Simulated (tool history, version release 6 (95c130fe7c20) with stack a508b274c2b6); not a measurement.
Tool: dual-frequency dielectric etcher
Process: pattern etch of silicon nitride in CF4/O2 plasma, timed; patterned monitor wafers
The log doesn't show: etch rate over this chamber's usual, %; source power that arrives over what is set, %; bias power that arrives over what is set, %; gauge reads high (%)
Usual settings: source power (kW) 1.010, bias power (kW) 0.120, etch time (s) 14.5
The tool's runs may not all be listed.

| run | hour | source power (kW) | bias power (kW) | etch time (s) | wafers since the last listed run | hours since the last wet clean | hours since the last source power generator calibration | hours since the last bias power generator calibration | hours since the last upper electrode change | hours since the gauge calibration | read-back reference wafer on the same gauge, depth_nm | mean etch depth across the wafer (nm) |
|---|---|---|---|---|---|---|---|---|---|---|---|---|
| 1 | 0.0 | 1.010 | 0.120 | 12.0 | 0 | 17.9 | 2217.5 | 452.8 | 3319.8 | 98.7 | 49.47 | 39.84 |
| 2 | 80.1 | 1.010 | 0.120 | 14.5 | 1198 | 98.0 | 2297.6 | 532.9 | 3399.9 | 178.8 | 49.48 | 48.13 |
| 3 | 143.0 | 1.010 | 0.120 | 14.5 | 941 | 160.9 | 2360.5 | 595.8 | 3462.8 | 241.7 | 49.50 | 48.29 |
| 4 | 190.8 | 1.010 | 0.120 | 14.5 | 715 | 208.7 | 2408.3 | 643.6 | 3510.6 | 289.5 | 49.47 | 48.71 |
| 5 | 228.0 | 0.960 | 0.120 | 14.5 | 556 | 245.9 | 2445.5 | 680.8 | 3547.8 | 326.7 | 49.47 | 45.99 |
| 6 | 328.5 | 1.010 | 0.120 | 14.5 | 1503 | 346.4 | 2546.0 | 781.3 | 3648.3 | 427.2 | 49.48 | 48.71 |
|  | 386.8 | source power generator calibrated |
| 7 | 433.1 | 1.010 | 0.120 | 14.5 | 1505 | 451.0 | 46.3 | 885.9 | 3752.9 | 531.8 | 49.46 | 46.71 |
| 8 | 539.0 | 1.010 | 0.120 | 14.5 | 1584 | 556.9 | 152.2 | 991.8 | 3858.8 | 637.7 | 49.49 | 46.89 |
| 9 | 627.6 | 1.010 | 0.120 | 14.5 | 1325 | 645.5 | 240.8 | 1080.4 | 3947.4 | 726.3 | 49.51 | 46.90 |
| 10 | 711.0 | 1.150 | 0.131 | 11.0 | 1247 | 728.9 | 324.2 | 1163.8 | 4030.8 | 809.7 | 49.43 | 41.80 |
|  | 814.1 | wet clean of the chamber |
| 11 | 930.7 | 1.010 | 0.120 | 17.5 | 2928 | 116.6 | 543.9 | 1383.5 | 4250.5 | 1029.4 | 49.47 | 56.73 |
| 12 | 1037.7 | 1.190 | 0.120 | 11.0 | 1600 | 223.6 | 650.9 | 1490.5 | 4357.5 | 1136.4 | 49.49 | 41.86 |
| 13 | 1076.8 | 1.010 | 0.096 | 17.5 | 585 | 262.7 | 690.0 | 1529.6 | 4396.6 | 1175.5 | 49.54 | 51.87 |
| 14 | 1227.4 | 0.770 | 0.097 | 18.5 | 2253 | 413.3 | 840.6 | 1680.2 | 4547.2 | 1326.1 | 49.45 | 41.93 |
| 15 | 1292.5 | 1.140 | 0.093 | 11.0 | 974 | 478.4 | 905.7 | 1745.3 | 4612.3 | 1391.2 | 49.54 | 36.18 |
|  | 1296.7 | bias power generator calibrated |
| 16 | 1389.0 | 0.920 | 0.120 | 14.5 | 1384 | 574.9 | 1002.2 | 92.3 | 4708.8 | 1487.7 | 49.53 | 42.63 |
| 17 | 1450.2 | 0.820 | 0.120 | 14.5 | 915 | 636.1 | 1063.4 | 153.5 | 4770.0 | 1548.9 | 49.47 | 38.34 |
| 18 | 1491.0 | 1.110 | 0.093 | 12.5 | 610 | 676.9 | 1104.2 | 194.3 | 4810.8 | 1589.7 | 49.55 | 39.38 |
|  | 1556.5 | wet clean of the chamber |
| 19 | 1561.9 | 1.010 | 0.120 | 14.5 | 701 | 5.4 | 1175.1 | 265.2 | 4881.7 | 1660.6 | 49.48 | 46.99 |
| 20 | 1605.1 | 0.850 | 0.120 | 14.5 | 646 | 48.6 | 1218.3 | 308.4 | 4924.9 | 1703.8 | 49.45 | 39.67 |
| 21 | 1656.5 | 1.010 | 0.136 | 10.5 | 769 | 100.0 | 1269.7 | 359.8 | 4976.3 | 1755.2 | 49.48 | 35.81 |
|  | 1709.7 | upper electrode replaced |
| 22 | 1718.0 | 1.190 | 0.120 | 11.0 | 561 | 161.5 | 1331.2 | 421.3 | 8.3 | 1816.7 | 49.52 | 41.68 |

The next listed run, before its measurement:
| 23 | 1770.0 | 0.910 | 0.130 | 14.5 | 778 | 213.5 | 1383.2 | 473.3 | 60.3 | 1868.7 | ? | ? |

Run 23 gave read-back reference wafer on the same gauge, depth_nm 49.54, mean etch depth across the wafer (nm) 44.07.
Without the tool's hidden state the same run would have given mean etch depth across the wafer (nm) 43.59.
